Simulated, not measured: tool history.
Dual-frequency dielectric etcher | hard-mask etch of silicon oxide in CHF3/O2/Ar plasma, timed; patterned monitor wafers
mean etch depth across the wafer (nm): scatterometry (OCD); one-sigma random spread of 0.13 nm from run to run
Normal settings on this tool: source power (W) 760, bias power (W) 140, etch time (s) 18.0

run     day  source power (W)  bias power (W)  etch time (s)  read-back reference wafer on the same gauge, depth_nm  mean etch depth across the wafer (nm)
  1   0.000               760             140           18.0                                                  42.03                                  34.71
  2   3.500               760             140           18.0                                                  42.09                                  34.59
  3   7.325               760             116           18.0                                                  41.98                                  32.12
     10.308  -- wet clean of the chamber
  4  10.742               760             116           18.0                                                  41.96                                  32.40
  5  13.288               760             116           18.0                                                  42.06                                  32.05
     15.679  -- gauge calibrated
  6  17.408               760             166           23.5                                                  41.97                                  48.64
     18.258  -- bias power generator calibrated
  7  21.738               760             140           18.0                                                  41.98                                  34.83
  8  24.050               760             140           18.0                                                  41.96                                  34.98
  9  28.325               680             162           18.0                                                  42.03                                  34.98
 10  31.188               880             118           22.0                                                  42.05                                  42.62
     34.712  -- source power generator calibrated
 11  35.238               760             154           18.0                                                  41.95                                  35.98
     39.717  -- wet clean of the chamber
 12  39.738               760             140           18.0                                                  42.05                                  34.36
 13  41.304               710             113           18.0                                                  42.01                                  30.47
 14  44.442               760             140           18.0                                                  42.00                                  34.40
 15  46.150               760             112           18.0                                                  42.04                                  31.37
 16  50.242               760             140           18.0                                                  41.98                                  34.19
 17  52.217               760             140           15.0                                                  41.94                                  28.38
 18  55.967               880             140           18.0                                                  42.04                                  36.69
 19  60.112               630             153           18.0                                                  42.07                                  32.45
 20  62.100               760             157           18.0                                                  41.97                                  35.91
 21  64.167               760             140           18.0                                                  41.97                                  34.23
 22  67.917               700             170           13.0                                                  41.98                                  25.71
 23  69.888               930             140           18.0                                                  41.96                                  37.40
 24  72.571               760             169           18.0                                                  41.95                                  36.77
     72.917  -- source power generator calibrated, repeated, since the last time left the tool worse
     75.171  -- wet clean of the chamber
 25  75.192               900             151           13.0                                                  42.04                                  28.30
 26  77.721               760             140           22.5                                                  41.91                                  43.97
 27  81.929               850             172           16.0                                                  41.98                                  35.71
 28  84.688               760             128           18.0                                                  42.01                                  33.67
 29  86.850               590             140           21.5                                                  42.00                                  37.13

What the log doesn't show, run by run:
etch rate over this chamber's usual, %: 0 at every run
bias power that arrives over what is set, %: 0 at every run
gauge reads high (%): 0 at every run
H1: source power that arrives over what is set, %
run      H1
  1   -2.83
  2   -2.85
  3   -2.87
  4   -2.88
  5    -2.9
  6   -2.92
  7   -2.93
  8   -2.94
  9   -2.96
 10   -2.97
 11   -4.85
 12   -5.11
 13    -5.2
 14   -5.36
 15   -5.45
 16   -5.64
 17   -5.73
 18   -5.89
 19   -6.06
 20   -6.14
 21   -6.21
 22   -6.34
 23   -6.41
 24    -6.5
 25  -0.258
 26  -0.402
 27  -0.627
 28  -0.766
 29  -0.871

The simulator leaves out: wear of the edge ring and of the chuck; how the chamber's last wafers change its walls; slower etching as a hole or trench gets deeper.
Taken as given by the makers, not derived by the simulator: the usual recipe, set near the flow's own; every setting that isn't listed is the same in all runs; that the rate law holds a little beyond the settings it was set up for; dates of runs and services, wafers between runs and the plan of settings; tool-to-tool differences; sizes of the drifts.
